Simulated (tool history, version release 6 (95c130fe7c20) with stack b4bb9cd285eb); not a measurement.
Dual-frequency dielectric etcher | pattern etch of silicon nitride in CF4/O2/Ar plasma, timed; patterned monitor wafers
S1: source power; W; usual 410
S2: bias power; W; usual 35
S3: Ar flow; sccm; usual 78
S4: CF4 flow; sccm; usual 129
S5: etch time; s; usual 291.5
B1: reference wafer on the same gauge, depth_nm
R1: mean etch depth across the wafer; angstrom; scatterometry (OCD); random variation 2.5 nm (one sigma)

| run | hour | S1 | S2 | S3 | S4 | S5 | B1 | R1 |
|---|---|---|---|---|---|---|---|---|
| 1 | 0.0 | 410 | 35 | 78 | 129 | 338.0 | 429.3 | 4709 |
| 2 | 50.5 | 410 | 35 | 78 | 129 | 338.0 | 428.9 | 4759 |
| 3 | 110.5 | 410 | 35 | 78 | 129 | 291.5 | 429.6 | 4070 |
| 4 | 167.0 | 410 | 35 | 78 | 129 | 291.5 | 430.6 | 4047 |
| 5 | 222.8 | 410 | 35 | 78 | 129 | 291.5 | 427.6 | 4058 |
| 6 | 247.5 | 410 | 35 | 78 | 129 | 291.5 | 427.5 | 4082 |
| 7 | 276.5 | 410 | 35 | 78 | 129 | 291.5 | 429.7 | 4071 |
| 8 | 318.9 | 410 | 31 | 78 | 129 | 291.5 | 428.8 | 3866 |
| 9 | 349.0 | 410 | 31 | 78 | 129 | 291.5 | 429.3 | 3904 |
| 10 | 382.4 | 410 | 31 | 78 | 129 | 291.5 | 429.3 | 3902 |
| 11 | 444.8 | 410 | 35 | 95 | 129 | 291.5 | 428.7 | 3908 |
| 12 | 510.5 | 450 | 35 | 78 | 153 | 262.0 | 428.4 | 3951 |
| 13 | 560.7 | 410 | 35 | 62 | 129 | 291.5 | 429.2 | 4199 |
| 14 | 576.6 | 410 | 35 | 68 | 129 | 377.0 | 430.8 | 5384 |
| 15 | 766.1 | 410 | 43 | 78 | 129 | 291.5 | 429.4 | 4377 |
| 16 | 802.0 | 410 | 35 | 78 | 159 | 291.5 | 428.7 | 4163 |
| 17 | 859.2 | 410 | 35 | 78 | 129 | 291.5 | 429.6 | 4080 |
| 18 | 928.8 | 410 | 35 | 63 | 108 | 291.5 | 428.9 | 4134 |
| 19 | 983.5 | 410 | 35 | 78 | 129 | 291.5 | 427.8 | 4039 |
| 20 | 1018.7 | 410 | 27 | 61 | 150 | 333.0 | 428.6 | 4534 |

Not shown: 8 entries that the log had between the listed runs. Between which runs, and how does the tool's hidden state differ before and after?
Between runs 1 and 2: wet clean of the chamber (hour 30.6)
  no hidden state differs between the two runs
Between runs 7 and 8: upper electrode replaced (hour 318.4)
  no hidden state differs between the two runs
Between runs 12 and 13: gauge calibrated (hour 515.8); source power generator calibrated (hour 540.7); wet clean of the chamber (hour 560.2)
  no hidden state differs between the two runs
Between runs 14 and 15: bias power generator calibrated (hour 765.6)
  no hidden state differs between the two runs
Between runs 15 and 16: CF4 flow controller replaced (hour 787.0); Ar flow controller replaced (hour 801.5)
  no hidden state differs between the two runs
